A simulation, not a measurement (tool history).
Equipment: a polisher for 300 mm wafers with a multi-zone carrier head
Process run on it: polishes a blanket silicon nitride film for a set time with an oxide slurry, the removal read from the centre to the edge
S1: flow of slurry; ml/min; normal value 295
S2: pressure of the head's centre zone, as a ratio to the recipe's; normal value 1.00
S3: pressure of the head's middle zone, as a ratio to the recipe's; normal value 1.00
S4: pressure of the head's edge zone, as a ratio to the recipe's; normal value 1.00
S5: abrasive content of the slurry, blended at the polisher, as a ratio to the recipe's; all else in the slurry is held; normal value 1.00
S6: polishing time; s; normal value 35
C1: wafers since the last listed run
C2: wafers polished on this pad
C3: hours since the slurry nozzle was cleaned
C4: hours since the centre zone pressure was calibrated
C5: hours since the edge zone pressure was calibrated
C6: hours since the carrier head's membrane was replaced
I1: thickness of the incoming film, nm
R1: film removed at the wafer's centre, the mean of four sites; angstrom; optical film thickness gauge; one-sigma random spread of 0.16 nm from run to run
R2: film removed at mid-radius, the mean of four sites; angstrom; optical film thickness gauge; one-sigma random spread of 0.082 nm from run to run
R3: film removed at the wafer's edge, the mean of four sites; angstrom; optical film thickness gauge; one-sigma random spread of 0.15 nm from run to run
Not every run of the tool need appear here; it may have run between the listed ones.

run   hour   S1    S2    S3    S4    S5  S6    C1    C2     C3     C4     C5      C6     I1   R1   R2   R3
  1    0.0  360  1.00  0.96  1.00  1.00  35     0  3114  517.3  459.5   51.7   429.3  638.8  142  124  129
      38.2  -- worn pad replaced by a new one
  2   46.9  295  1.00  1.00  1.00  1.00  35   339    68  564.2  506.4   98.6   476.2  634.2  140  124  129
      54.2  -- slurry nozzle cleaned
      74.8  -- centre zone pressure recalibrated
  3   98.2  295  1.00  1.00  1.00  1.00  35   382   451   44.0   23.4  149.9   527.5  626.8  124  125  126
  4  150.3  295  1.00  1.00  1.00  1.00  26   412   863   96.1   75.5  202.0   579.6  627.1   93   95   94
  5  185.9  295  1.04  1.00  1.00  1.00  27   281  1145  131.7  111.1  237.6   615.2  625.4  102   97   98
  6  236.8  295  1.00  1.00  1.00  1.00  35   402  1548  182.6  162.0  288.5   666.1  624.1  131  127  124
  7  297.0  220  0.97  1.00  1.08  1.00  35   476  2024  242.8  222.2  348.7   726.3  640.1  123  121  124
  8  355.3  295  1.00  1.00  1.00  0.75  35   461  2486  301.1  280.5  407.0   784.6  625.7  102   94   93
  9  388.6  295  1.00  1.00  1.00  1.00  35   263  2749  334.4  313.8  440.3   817.9  626.8  134  126  125
 10  450.4  295  1.00  1.00  1.00  1.00  29   489  3239  396.2  375.6  502.1   879.7  633.6  112  104  103
 11  498.9  340  1.00  1.00  1.00  0.75  35   383  3622  444.7  424.1  550.6   928.2  638.9  101   96   95
     516.9  -- edge zone pressure recalibrated
     518.9  -- slurry nozzle cleaned
     520.3  -- worn pad replaced by a new one
     610.8  -- centre zone pressure recalibrated
 12  657.5  350  1.00  0.94  1.00  0.90  35  1204  1069  138.6   46.7  140.6  1086.8  623.1  116  111  116
 13  696.5  295  1.00  1.06  0.89  1.00  35   308  1378  177.6   85.7  179.6  1125.8  630.5  125  130  119
 14  724.7  295  1.00  1.00  1.06  1.00  35   223  1601  205.8  113.9  207.8  1154.0  625.4  124  123  129
 15  771.5  265  1.10  1.00  1.00  1.00  35   370  1972  252.6  160.7  254.6  1200.8  641.8  141  123  120
 16  796.4  295  1.00  1.00  1.00  1.00  35   197  2169  277.5  185.6  279.5  1225.7  617.7  128  125  125
 17  843.5  295  1.00  1.00  1.00  0.70  35   372  2542  324.6  232.7  326.6  1272.8  628.2   89   86   87
 18  905.0  295  1.00  1.00  1.00  1.00  35   486  3029  386.1  294.2  388.1  1334.3  624.2  129  125  123
 19  931.9  295  1.00  1.00  1.00  1.00  35   212  3242  413.0  321.1  415.0  1361.2  621.7  134  126  124
 20  966.3  295  1.00  1.00  1.00  1.00  35   272  3514  447.4  355.5  449.4  1395.6  635.4  131  126  124

Forecast run 21:
      974.9  -- worn pad replaced by a new one
 21  1002.3  295  0.97  1.00  1.00  1.00  38  253  216  483.4  391.5  485.4  1431.6  638.8   ?   ?   ?

For run 21 the tool returned R1 143 angstrom, R2 136 angstrom, R3 135 angstrom.
If the tool had no hidden condition, the same run with the same run-to-run variation would have returned R1 131 angstrom, R2 136 angstrom, R3 135 angstrom.

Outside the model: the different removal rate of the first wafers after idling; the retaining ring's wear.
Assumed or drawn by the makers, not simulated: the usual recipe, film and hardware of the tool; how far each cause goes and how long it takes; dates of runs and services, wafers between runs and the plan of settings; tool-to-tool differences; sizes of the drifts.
